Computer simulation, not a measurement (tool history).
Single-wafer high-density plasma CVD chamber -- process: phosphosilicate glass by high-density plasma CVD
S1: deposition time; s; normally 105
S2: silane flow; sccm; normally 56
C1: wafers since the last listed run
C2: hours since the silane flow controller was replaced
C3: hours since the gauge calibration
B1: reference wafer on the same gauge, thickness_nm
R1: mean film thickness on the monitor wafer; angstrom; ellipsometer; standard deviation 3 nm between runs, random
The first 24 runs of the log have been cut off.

{"run": 25, "hour": 1199.5, "S1": 105, "S2": 56, "C1": 1116, "C2": 409.0, "C3": 415.1, "B1": 631.495, "R1": 5874.83}
{"run": 26, "hour": 1256.6, "S1": 117, "S2": 51, "C1": 1043, "C2": 466.1, "C3": 472.2, "B1": 631.548, "R1": 5934.67}
{"run": 27, "hour": 1291.7, "S1": 112, "S2": 52, "C1": 641, "C2": 501.2, "C3": 507.3, "B1": 631.484, "R1": 5739.15}
{"run": 28, "hour": 1362.1, "S1": 118, "S2": 52, "C1": 1286, "C2": 571.6, "C3": 577.7, "B1": 632.384, "R1": 6117.09}
{"run": 29, "hour": 1408.2, "S1": 118, "S2": 45, "C1": 842, "C2": 617.7, "C3": 623.8, "B1": 631.008, "R1": 5283.56}
{"run": 30, "hour": 1438.4, "S1": 105, "S2": 51, "C1": 551, "C2": 647.9, "C3": 654.0, "B1": 630.408, "R1": 5295.1}
{"run": 31, "hour": 1482.2, "S1": 87, "S2": 56, "C1": 800, "C2": 691.7, "C3": 697.8, "B1": 630.163, "R1": 4800.18}
{"run": 32, "hour": 1516.6, "S1": 105, "S2": 56, "C1": 628, "C2": 726.1, "C3": 732.2, "B1": 632.818, "R1": 5730.16}
{"run": 33, "hour": 1554.2, "S1": 97, "S2": 48, "C1": 687, "C2": 763.7, "C3": 769.8, "B1": 630.379, "R1": 4564.65}
{"run": 34, "hour": 1594.6, "S1": 105, "S2": 56, "C1": 738, "C2": 804.1, "C3": 810.2, "B1": 632.031, "R1": 5746.96}
{"run": 35, "hour": 1636.4, "S1": 122, "S2": 62, "C1": 763, "C2": 845.9, "C3": 852.0, "B1": 633.968, "R1": 7387.19}
{"run": 36, "hour": 1675.2, "S1": 121, "S2": 48, "C1": 709, "C2": 884.7, "C3": 890.8, "B1": 632.532, "R1": 5654.36}
{"run": 37, "hour": 1717.8, "S1": 126, "S2": 60, "C1": 778, "C2": 927.3, "C3": 933.4, "B1": 631.565, "R1": 7423.06}
{"run": 38, "hour": 1774.9, "S1": 105, "S2": 56, "C1": 1043, "C2": 984.4, "C3": 990.5, "B1": 632.862, "R1": 5717.98}
{"run": 39, "hour": 1804.7, "S1": 97, "S2": 56, "C1": 544, "C2": 1014.2, "C3": 1020.3, "B1": 632.556, "R1": 5307.36}
{"run": 40, "hour": 1866.5, "S1": 105, "S2": 56, "C1": 1129, "C2": 1076.0, "C3": 1082.1, "B1": 631.531, "R1": 5701.38}
{"run": 41, "hour": 1997.2, "S1": 94, "S2": 59, "C1": 2388, "C2": 1206.7, "C3": 1212.8, "B1": 632.366, "R1": 5428.19}
{"run": 42, "hour": 2059.1, "S1": 105, "S2": 56, "C1": 1131, "C2": 1268.6, "C3": 1274.7, "B1": 632.152, "R1": 5704.17}

5 ways to go on from here, each from the tool as it stands after run 42. What would each give?
{"run": "A", "hour": 2059.5, "S1": 105, "S2": 56, "C1": 7, "C2": 1269.0, "C3": 1275.1, "B1": "?", "R1": "?"}
{"run": "B", "hour": 2059.5, "S1": 110, "S2": 47, "C1": 7, "C2": 1269.0, "C3": 1275.1, "B1": "?", "R1": "?"}
{"run": "C", "hour": 2059.5, "S1": 96, "S2": 66, "C1": 7, "C2": 1269.0, "C3": 1275.1, "B1": "?", "R1": "?"}
{"run": "D", "hour": 2059.5, "S1": 85, "S2": 45, "C1": 7, "C2": 1269.0, "C3": 1275.1, "B1": "?", "R1": "?"}
{"run": "E", "hour": 2059.5, "S1": 105, "S2": 49, "C1": 7, "C2": 1269.0, "C3": 1275.1, "B1": "?", "R1": "?"}

run=A B1=631.107 R1=5740.65
run=B B1=631.107 R1=5047.48
run=C B1=631.107 R1=6185.84
run=D B1=631.107 R1=3734.35
run=E B1=631.107 R1=5023.07
The same runs, with their run-to-run variation unchanged, on a tool lacking any hidden condition would have given:
run=A R1=6087.27
run=B R1=5352.24
run=C R1=6559.35
run=D R1=3959.83
run=E R1=5326.36
